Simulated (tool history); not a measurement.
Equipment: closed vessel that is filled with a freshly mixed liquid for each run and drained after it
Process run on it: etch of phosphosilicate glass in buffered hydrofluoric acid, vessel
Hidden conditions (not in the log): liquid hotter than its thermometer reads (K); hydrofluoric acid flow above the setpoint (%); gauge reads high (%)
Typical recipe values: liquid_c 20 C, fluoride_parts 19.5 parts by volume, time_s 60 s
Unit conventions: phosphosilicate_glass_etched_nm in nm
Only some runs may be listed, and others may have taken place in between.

run,day,liquid_c,fluoride_parts,time_s,wafers since the last listed run,hours since the thermometer was replaced,hours since the hydrofluoric acid flow meter was replaced,hours since the gauge calibration,"read-back film thickness of the phosphosilicate glass reference wafer, read on the same gauge (nm)",phosphosilicate_glass_etched_nm
1,0,20,19.5,60,0,311.9,580.6,317.3,150.02,147.73
2,1.429,20,19.5,60,3895,346.2,614.9,351.6,150,146.82
3,4.158,20,19.5,60,7438,411.7,680.4,417.1,150,149.34
4,7.033,20,19.5,60,7836,480.7,749.4,486.1,150.01,149.4
5,12.192,20,19.5,60,14059,604.5,873.2,609.9,150.01,150.07
6,14.242,20,19.5,60,5587,653.7,922.4,659.1,150.01,150.93
7,15.767,20,19.5,60,4156,690.3,959,695.7,150.01,149.99
8,18.675,20,19.5,60,7926,760.1,1028.8,765.5,150.02,149.88
9,21.592,20,19.5,60,7949,830.1,1098.8,835.5,150,149.57
10,24.104,22,19.5,60,6848,890.4,1159.1,895.8,149.98,167.78
11,26.196,20,19.5,60,5701,940.6,1209.3,946,150.01,151.39
# day 26.375: gauge calibrated
12,27.292,20,19.5,60,2986,966.9,1235.6,22,149.99,152.09
13,28.792,20,19.5,60,4088,1002.9,1271.6,58,150,151.1
14,30.138,20,19.5,60,3668,1035.2,1303.9,90.3,150.02,150.16
15,32.312,20,19.5,45,5928,1087.4,1356.1,142.5,149.99,113.92
16,33.588,17,15,85,3475,1118,1386.7,173.1,150,234.97
17,35.446,20,23,90,5065,1162.6,1431.3,217.7,150,200.66
18,38.371,17,24.5,50,7972,1232.8,1501.5,287.9,149.99,90.38
19,40.05,20,19.5,60,4576,1273.1,1541.8,328.2,149.98,151.33
20,41.512,20,19.5,60,3986,1308.2,1576.9,363.3,150,152.73
# day 42.088: hydrofluoric acid flow meter replaced
21,44.296,20,14,60,7472,1375,53,430.1,149.99,211.71
22,45.475,25,19.5,60,3213,1403.3,81.3,458.4,150.01,201.86
23,46.812,17,21.5,50,3645,1435.4,113.4,490.5,149.98,99.59
# day 46.942: thermometer replaced
24,48.583,20,19.5,60,4712,39.4,155.9,533,150,148.69
25,51.371,20,19.5,60,7597,106.3,222.8,599.9,149.99,149.47
26,53.638,17,19.5,75,6177,160.7,277.2,654.3,150.01,156.72
27,55.779,22,19.5,95,5837,212.1,328.6,705.7,149.98,264.12
28,64.546,20,19.5,60,23894,422.5,539,916.1,150,148.25
29,66.708,17,19.5,40,5894,474.4,590.9,968,150,83.6
30,67.717,20,16.5,60,2748,498.6,615.1,992.2,150.02,176.57
31,74.958,22.5,19.5,75,19737,672.4,788.9,1166,150,214.44

Consider 5 possible next runs. They are alternatives, not a sequence: every one starts from the tool as it was left by run 31. What does each give?
A,74.988,20,19.5,85,79,673.1,789.6,1166.7,?,?
B,74.988,22.5,27,30,79,673.1,789.6,1166.7,?,?
C,74.988,25,21.5,35,79,673.1,789.6,1166.7,?,?
D,74.988,20,17,45,79,673.1,789.6,1166.7,?,?
E,74.988,18.5,13,60,79,673.1,789.6,1166.7,?,?

run,"read-back film thickness of the phosphosilicate glass reference wafer, read on the same gauge (nm)",phosphosilicate_glass_etched_nm
A,150.01,210.28
B,150.01,67.64
C,150.01,105.86
D,150.01,127.47
E,150.01,203.38
With the hidden condition removed and each run's random variation left untouched, the same runs would have given:
run,phosphosilicate_glass_etched_nm
A,205.96
B,66.26
C,103.75
D,124.86
E,199.17
